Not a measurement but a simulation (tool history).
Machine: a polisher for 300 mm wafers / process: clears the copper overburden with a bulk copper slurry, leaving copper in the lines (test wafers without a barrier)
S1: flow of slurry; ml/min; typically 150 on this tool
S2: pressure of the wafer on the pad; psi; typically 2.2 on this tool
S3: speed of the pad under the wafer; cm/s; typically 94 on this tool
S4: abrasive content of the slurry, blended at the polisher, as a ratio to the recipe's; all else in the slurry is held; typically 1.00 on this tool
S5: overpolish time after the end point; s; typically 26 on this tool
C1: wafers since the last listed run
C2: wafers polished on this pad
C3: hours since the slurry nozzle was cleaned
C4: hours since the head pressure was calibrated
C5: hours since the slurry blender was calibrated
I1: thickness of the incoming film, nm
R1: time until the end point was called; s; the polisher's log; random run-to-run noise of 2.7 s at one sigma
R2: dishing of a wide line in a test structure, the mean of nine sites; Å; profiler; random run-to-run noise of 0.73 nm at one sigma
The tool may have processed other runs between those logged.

run,hour,S1,S2,S3,S4,S5,C1,C2,C3,C4,C5,I1,R1,R2
1,0.0,150,2.2,94,1.00,26,0,595,77.0,901.2,42.2,949.7,141.6,636
2,25.5,150,2.2,94,1.00,26,105,700,102.5,926.7,67.7,939.3,140.5,626
3,53.1,150,2.2,94,1.00,26,114,815,130.1,954.3,95.3,939.1,137.9,624
4,74.8,125,2.2,94,1.00,26,89,905,151.8,976.0,117.0,949.5,148.5,617
5,109.9,125,2.2,94,1.00,26,145,1050,186.9,1011.1,152.1,934.6,147.2,616
6,133.9,125,2.2,94,1.00,26,99,1150,210.9,1035.1,176.1,935.9,148.8,614
7,160.5,150,2.2,94,1.00,26,110,1260,237.5,1061.7,202.7,938.3,146.9,601
8,185.2,150,2.2,94,1.00,26,102,1363,262.2,1086.4,227.4,936.7,145.5,608
9,216.2,150,2.2,94,1.00,26,128,1491,293.2,1117.4,258.4,939.7,144.7,606
# hour 237.0: worn pad replaced by a new one
10,242.8,150,2.6,94,1.00,17,93,23,319.8,1144.0,285.0,941.9,131.6,561
11,262.7,150,1.6,94,1.00,40,82,106,339.7,1163.9,304.9,926.0,203.5,595
# hour 277.8: slurry blender recalibrated
12,298.6,110,2.8,118,1.00,38,140,247,375.6,1199.8,20.8,934.0,106.2,795
# hour 320.6: slurry nozzle cleaned
# hour 344.5: head pressure recalibrated
13,390.5,150,2.6,94,1.00,17,368,615,69.9,46.0,112.7,940.0,117.8,568
14,424.9,150,1.6,108,1.20,42,142,758,104.3,80.4,147.1,930.1,159.8,642
15,448.8,165,1.4,94,0.75,15,99,857,128.2,104.3,171.0,945.2,235.5,320

Consider 3 possible next runs. They are alternatives, not a sequence: every one starts from the tool as it was left by run 15. What does each give?
A,449.3,150,2.2,94,0.80,26,2,859,128.7,104.8,171.5,938.7,?,?
B,449.3,180,2.2,118,1.00,26,2,859,128.7,104.8,171.5,938.7,?,?
C,449.3,100,2.9,126,1.00,11,2,859,128.7,104.8,171.5,938.7,?,?

run,R1,R2
A,155.7,618
B,116.1,687
C,91.8,541
With the hidden condition removed and each run's random variation left untouched, the same runs would have given:
run,R1,R2
A,151.9,624
B,113.7,692
C,88.8,551
